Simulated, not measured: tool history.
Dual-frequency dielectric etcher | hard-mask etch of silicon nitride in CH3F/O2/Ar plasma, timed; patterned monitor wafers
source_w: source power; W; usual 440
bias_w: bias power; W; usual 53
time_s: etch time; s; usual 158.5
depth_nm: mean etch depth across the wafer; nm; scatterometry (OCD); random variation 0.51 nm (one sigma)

| run | day | source_w | bias_w | time_s | wafers since the last listed run | hours since the last wet clean | hours since the last source power generator calibration | hours since the last bias power generator calibration | hours since the last upper electrode change | hours since the gauge calibration | read-back reference wafer on the same gauge, depth_nm | depth_nm |
|---|---|---|---|---|---|---|---|---|---|---|---|---|
| 1 | 0 | 440 | 53 | 158.5 | 0 | 347.4 | 3563.3 | 1798.2 | 4557.7 | 332.5 | 91.5 | 93.9 |
|  | 2.988 | wet clean of the chamber |
| 2 | 3.008 | 440 | 53 | 158.5 | 450 | 0.5 | 3635.5 | 1870.4 | 4629.9 | 404.7 | 91.4 | 92.9 |
| 3 | 4.717 | 440 | 53 | 158.5 | 382 | 41.5 | 3676.5 | 1911.4 | 4670.9 | 445.7 | 91.3 | 92.8 |
| 4 | 9.346 | 440 | 53 | 158.5 | 1037 | 152.6 | 3787.6 | 2022.5 | 4782 | 556.8 | 91.5 | 93.8 |
| 5 | 11.896 | 440 | 53 | 158.5 | 571 | 213.8 | 3848.8 | 2083.7 | 4843.2 | 618 | 91.4 | 94 |
| 6 | 16.146 | 440 | 53 | 158.5 | 952 | 315.8 | 3950.8 | 2185.7 | 4945.2 | 720 | 91.4 | 94.5 |
|  | 16.325 | bias power generator calibrated |
|  | 17.929 | wet clean of the chamber |
| 7 | 18.029 | 440 | 53 | 158.5 | 160 | 2.4 | 3996 | 40.9 | 4990.4 | 765.2 | 91.4 | 91.9 |
| 8 | 20.908 | 440 | 53 | 158.5 | 645 | 71.5 | 4065.1 | 110 | 5059.5 | 834.3 | 91.5 | 92.8 |
| 9 | 22.062 | 440 | 53 | 158.5 | 258 | 99.2 | 4092.8 | 137.7 | 5087.2 | 862 | 91.4 | 92.5 |
|  | 24.242 | upper electrode replaced |
| 10 | 24.262 | 440 | 58 | 158.5 | 268 | 152 | 4145.6 | 190.5 | 0.5 | 914.8 | 91.3 | 96.3 |
|  | 27.038 | source power generator calibrated |
| 11 | 28.221 | 440 | 61 | 158.5 | 849 | 247 | 28.4 | 285.5 | 95.5 | 1009.8 | 91.3 | 97 |
| 12 | 29.958 | 330 | 53 | 189.5 | 389 | 288.7 | 70.1 | 327.2 | 137.2 | 1051.5 | 91.4 | 96.1 |
| 13 | 31.612 | 440 | 53 | 158.5 | 370 | 328.4 | 109.8 | 366.9 | 176.9 | 1091.2 | 91.3 | 94.8 |
|  | 33.012 | gauge calibrated |
| 14 | 33.088 | 440 | 53 | 158.5 | 330 | 363.8 | 145.2 | 402.3 | 212.3 | 1.8 | 91.4 | 94.1 |
| 15 | 34.538 | 410 | 53 | 115.5 | 324 | 398.6 | 180 | 437.1 | 247.1 | 36.6 | 91.5 | 66.4 |
|  | 35.608 | wet clean of the chamber |
| 16 | 36.388 | 440 | 53 | 139.5 | 190 | 18.7 | 224.4 | 481.5 | 291.5 | 81 | 91.3 | 80.1 |
| 17 | 39.379 | 350 | 40 | 127 | 670 | 90.5 | 296.2 | 553.3 | 363.3 | 152.8 | 91.3 | 61.3 |
| 18 | 40.929 | 440 | 49 | 139 | 347 | 127.7 | 333.4 | 590.5 | 400.5 | 190 | 91.3 | 80.3 |
| 19 | 42.408 | 440 | 53 | 158.5 | 331 | 163.2 | 368.9 | 626 | 436 | 225.5 | 91.5 | 92.8 |
| 20 | 44.375 | 440 | 53 | 116 | 440 | 210.4 | 416.1 | 673.2 | 483.2 | 272.7 | 91.3 | 68.2 |
| 21 | 46.283 | 500 | 66 | 132 | 427 | 256.2 | 461.9 | 719 | 529 | 318.5 | 91.3 | 87.3 |
| 22 | 47.596 | 470 | 50 | 135.5 | 294 | 287.7 | 493.4 | 750.5 | 560.5 | 350 | 91.4 | 81.9 |
| 23 | 50.154 | 440 | 53 | 158.5 | 573 | 349.1 | 554.8 | 811.9 | 621.9 | 411.4 | 91.4 | 92.8 |

Forecast each of these 3 alternatives for the next run:
| A | 50.175 | 440 | 53 | 158.5 | 4 | 349.6 | 555.3 | 812.4 | 622.4 | 411.9 | ? | ? |
| B | 50.175 | 440 | 57 | 144.5 | 4 | 349.6 | 555.3 | 812.4 | 622.4 | 411.9 | ? | ? |
| C | 50.175 | 520 | 40 | 187.5 | 4 | 349.6 | 555.3 | 812.4 | 622.4 | 411.9 | ? | ? |

| run | read-back reference wafer on the same gauge, depth_nm | depth_nm |
|---|---|---|
| A | 91.4 | 93.3 |
| B | 91.4 | 86.7 |
| C | 91.4 | 112.5 |
Without the tool's hidden state the same runs would have given:
| run | depth_nm |
|---|---|
| A | 91.5 |
| B | 85 |
| C | 110.2 |
